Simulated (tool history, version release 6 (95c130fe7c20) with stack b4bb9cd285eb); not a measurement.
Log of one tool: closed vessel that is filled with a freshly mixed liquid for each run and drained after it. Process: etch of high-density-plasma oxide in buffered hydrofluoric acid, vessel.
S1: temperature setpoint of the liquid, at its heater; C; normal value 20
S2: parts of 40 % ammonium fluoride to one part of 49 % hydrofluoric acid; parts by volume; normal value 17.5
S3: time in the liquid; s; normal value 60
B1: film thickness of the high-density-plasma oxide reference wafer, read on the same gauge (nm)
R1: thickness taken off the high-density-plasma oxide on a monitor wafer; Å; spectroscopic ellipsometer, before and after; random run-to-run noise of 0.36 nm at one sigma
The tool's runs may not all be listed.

run   hour    S1    S2  S3      B1     R1
  1      0    20  17.5  60  120.02  547.2
  2   15.2    20  17.5  40  119.99  364.9
  3   23.6    20  17.5  60  119.98  542.6
  4     31    20  17.5  60  119.97  542.3
      31.1  -- gauge calibrated
  5   38.9  17.5  17.5  60     120  467.6
  6   53.6  17.5  17.5  60  119.97  465.3
  7   60.2    20  17.5  60  119.99  536.2
  8   66.9    20  13.5  60  120.02    693
  9   84.5    20  13.5  60  119.96  688.8
      96.2  -- thermometer replaced
 10  101.1    18  19.5  80  119.96  676.8
 11    118    20  17.5  60  119.99  611.5

Predict the results of run 12:
 12  128.5  22.5  17.5  30   ?   ?

{"run 12": {"B1": 119.99, "R1": 348.3}}
Had the tool carried no hidden state, the very same run would have given R1 409.8 Å.

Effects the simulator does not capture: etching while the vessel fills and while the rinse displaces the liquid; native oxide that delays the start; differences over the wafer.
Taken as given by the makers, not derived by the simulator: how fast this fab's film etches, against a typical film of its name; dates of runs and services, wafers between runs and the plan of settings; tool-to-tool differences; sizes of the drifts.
